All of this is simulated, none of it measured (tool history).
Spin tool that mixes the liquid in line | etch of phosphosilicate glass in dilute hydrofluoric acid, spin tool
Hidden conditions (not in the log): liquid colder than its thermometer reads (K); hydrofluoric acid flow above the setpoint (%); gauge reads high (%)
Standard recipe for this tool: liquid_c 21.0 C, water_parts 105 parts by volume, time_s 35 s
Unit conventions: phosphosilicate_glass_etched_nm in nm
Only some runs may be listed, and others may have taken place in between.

run,hour,liquid_c,water_parts,time_s,wafers since the last listed run,hours since the thermometer was replaced,hours since the hydrofluoric acid flow meter was replaced,hours since the gauge calibration,"read-back film thickness of the phosphosilicate glass reference wafer, read on the same gauge (nm)",phosphosilicate_glass_etched_nm
1,0.0,21.0,105,50,0,1882.1,2265.2,98.5,129.99,22.52
2,14.1,21.0,80,35,233,1896.2,2279.3,112.6,129.99,21.29
3,24.1,21.0,80,35,165,1906.2,2289.3,122.6,130.00,21.24
4,35.6,21.0,80,35,190,1917.7,2300.8,134.1,130.00,21.22
# hour 36.0: gauge calibrated
5,44.5,21.0,80,40,147,1926.6,2309.7,8.5,129.96,24.37
6,59.4,18.5,105,35,246,1941.5,2324.6,23.4,130.00,14.18
7,70.3,18.5,105,35,180,1952.4,2335.5,34.3,130.01,14.17
8,90.9,18.5,105,35,341,1973.0,2356.1,54.9,130.00,14.11
9,105.6,21.0,105,20,243,1987.7,2370.8,69.6,130.00,9.00
10,118.1,21.0,105,20,207,2000.2,2383.3,82.1,130.00,8.99
11,129.6,21.0,105,35,190,2011.7,2394.8,93.6,130.02,15.67
12,146.2,17.0,105,35,274,2028.3,2411.4,110.2,130.01,13.26
# hour 154.4: hydrofluoric acid flow meter replaced
13,154.9,17.0,75,25,127,2037.0,0.5,118.9,129.99,13.60
14,162.7,21.0,155,35,129,2044.8,8.3,126.7,129.99,10.09
15,168.9,23.0,85,30,102,2051.0,14.5,132.9,130.01,18.38
# hour 169.3: gauge calibrated
16,175.7,21.0,145,40,112,2057.8,21.3,6.4,129.99,12.48
# hour 182.7: thermometer replaced
17,184.9,21.0,105,35,135,2.2,30.5,15.6,129.99,17.32
18,192.3,19.0,105,35,122,9.6,37.9,23.0,129.99,15.92
19,200.1,18.5,150,35,129,17.4,45.7,30.8,129.96,10.44
20,209.5,25.5,105,15,155,26.8,55.1,40.2,130.01,8.91
21,218.9,21.0,105,35,155,36.2,64.5,49.6,130.02,17.31
22,236.0,25.5,105,15,283,53.3,81.6,66.7,130.01,8.86

Pick out some run-to-run changes in phosphosilicate_glass_etched_nm. Of each, how much would a tool without hidden state show as well, from the settings, what came in and chance, and how much is left for the hidden state and any gauge scatter not in both results compared?
Run 5 -> 6: liquid_c 21.0 -> 18.5, water_parts 80 -> 105, time_s 40 -> 35. phosphosilicate_glass_etched_nm -10.19 nm: hidden state +1.03, all else -11.22.
Run 16 -> 17: water_parts 145 -> 105, time_s 40 -> 35, thermometer replaced. phosphosilicate_glass_etched_nm +4.84 nm: hidden state +1.29, all else +3.55.
Run 21 -> 22: liquid_c 21.0 -> 25.5, time_s 35 -> 15. phosphosilicate_glass_etched_nm -8.45 nm: hidden state +0.01, all else -8.46.

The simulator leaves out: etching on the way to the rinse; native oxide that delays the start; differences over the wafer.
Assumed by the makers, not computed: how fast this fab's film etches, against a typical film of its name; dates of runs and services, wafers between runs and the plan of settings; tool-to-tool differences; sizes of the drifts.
